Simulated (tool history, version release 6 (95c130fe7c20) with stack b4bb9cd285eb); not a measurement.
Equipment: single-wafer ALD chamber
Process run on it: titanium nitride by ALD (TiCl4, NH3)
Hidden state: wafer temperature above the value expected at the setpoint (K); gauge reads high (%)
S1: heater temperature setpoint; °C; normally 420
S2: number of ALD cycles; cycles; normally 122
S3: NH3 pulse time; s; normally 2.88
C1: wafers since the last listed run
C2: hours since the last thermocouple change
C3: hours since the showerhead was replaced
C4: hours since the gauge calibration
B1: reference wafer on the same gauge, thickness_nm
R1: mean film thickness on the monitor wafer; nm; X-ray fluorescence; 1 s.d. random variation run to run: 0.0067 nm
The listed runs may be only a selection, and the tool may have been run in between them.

| run | hour | S1 | S2 | S3 | C1 | C2 | C3 | C4 | B1 | R1 |
|---|---|---|---|---|---|---|---|---|---|---|
| 1 | 0 | 420 | 122 | 2.88 | 0 | 2633.3 | 3707.1 | 106 | 2.855 | 2.706 |
| 2 | 17.1 | 420 | 122 | 2.88 | 39 | 2650.4 | 3724.2 | 123.1 | 2.859 | 2.716 |
| 3 | 32.2 | 420 | 122 | 2.88 | 35 | 2665.5 | 3739.3 | 138.2 | 2.857 | 2.713 |
| 4 | 43.2 | 420 | 122 | 2.41 | 25 | 2676.5 | 3750.3 | 149.2 | 2.86 | 2.717 |
| 5 | 55.5 | 420 | 122 | 2.41 | 28 | 2688.8 | 3762.6 | 161.5 | 2.861 | 2.707 |
| 6 | 64.1 | 420 | 122 | 2.88 | 20 | 2697.4 | 3771.2 | 170.1 | 2.862 | 2.719 |
| 7 | 82.1 | 420 | 122 | 2.88 | 41 | 2715.4 | 3789.2 | 188.1 | 2.864 | 2.708 |
| 8 | 89.1 | 420 | 110 | 2.88 | 16 | 2722.4 | 3796.2 | 195.1 | 2.864 | 2.455 |
| 9 | 96.5 | 420 | 110 | 2.88 | 17 | 2729.8 | 3803.6 | 202.5 | 2.863 | 2.447 |
| 10 | 113.1 | 420 | 110 | 2.88 | 38 | 2746.4 | 3820.2 | 219.1 | 2.868 | 2.448 |
|  | 121.9 | thermocouple changed; heater temperature recalibrated |
| 11 | 123.1 | 420 | 109 | 2.37 | 4 | 1.2 | 3830.2 | 229.1 | 2.87 | 2.413 |
|  | 128.3 | gauge calibrated |
| 12 | 129.2 | 420 | 113 | 3.77 | 14 | 7.3 | 3836.3 | 0.9 | 2.843 | 2.513 |
| 13 | 174.5 | 420 | 122 | 2.54 | 105 | 52.6 | 3881.6 | 46.2 | 2.848 | 2.704 |
| 14 | 182 | 420 | 113 | 3.77 | 17 | 60.1 | 3889.1 | 53.7 | 2.845 | 2.521 |
| 15 | 191.2 | 420 | 122 | 2.56 | 21 | 69.3 | 3898.3 | 62.9 | 2.85 | 2.703 |
|  | 204.5 | showerhead replaced |
| 16 | 205 | 415 | 141 | 3.26 | 13 | 83.1 | 0.5 | 76.7 | 2.851 | 3.147 |
| 17 | 218.2 | 420 | 111 | 1.91 | 30 | 96.3 | 13.7 | 89.9 | 2.851 | 2.441 |
| 18 | 227.2 | 407 | 129 | 2.88 | 20 | 105.3 | 22.7 | 98.9 | 2.852 | 2.848 |
| 19 | 237.8 | 405 | 110 | 3.65 | 24 | 115.9 | 33.3 | 109.5 | 2.856 | 2.469 |
| 20 | 244.6 | 425 | 129 | 3.95 | 15 | 122.7 | 40.1 | 116.3 | 2.855 | 2.891 |
| 21 | 251.7 | 433 | 101 | 3.3 | 16 | 129.8 | 47.2 | 123.4 | 2.857 | 2.251 |
| 22 | 261.3 | 420 | 122 | 2.88 | 22 | 139.4 | 56.8 | 133 | 2.855 | 2.703 |

Forecast each of these 4 alternatives for the next run:
| A | 262 | 420 | 122 | 2.88 | 1 | 140.1 | 57.5 | 133.7 | ? | ? |
| B | 262 | 415 | 139 | 1.76 | 1 | 140.1 | 57.5 | 133.7 | ? | ? |
| C | 262 | 430 | 133 | 2.56 | 1 | 140.1 | 57.5 | 133.7 | ? | ? |
| D | 262 | 420 | 137 | 3.77 | 1 | 140.1 | 57.5 | 133.7 | ? | ? |

| run | B1 | R1 |
|---|---|---|
| A | 2.855 | 2.715 |
| B | 2.855 | 3.044 |
| C | 2.855 | 2.953 |
| D | 2.855 | 3.067 |
Had the tool no hidden state, the same runs would have come out as:
| run | R1 |
|---|---|
| A | 2.698 |
| B | 3.026 |
| C | 2.936 |
| D | 3.049 |
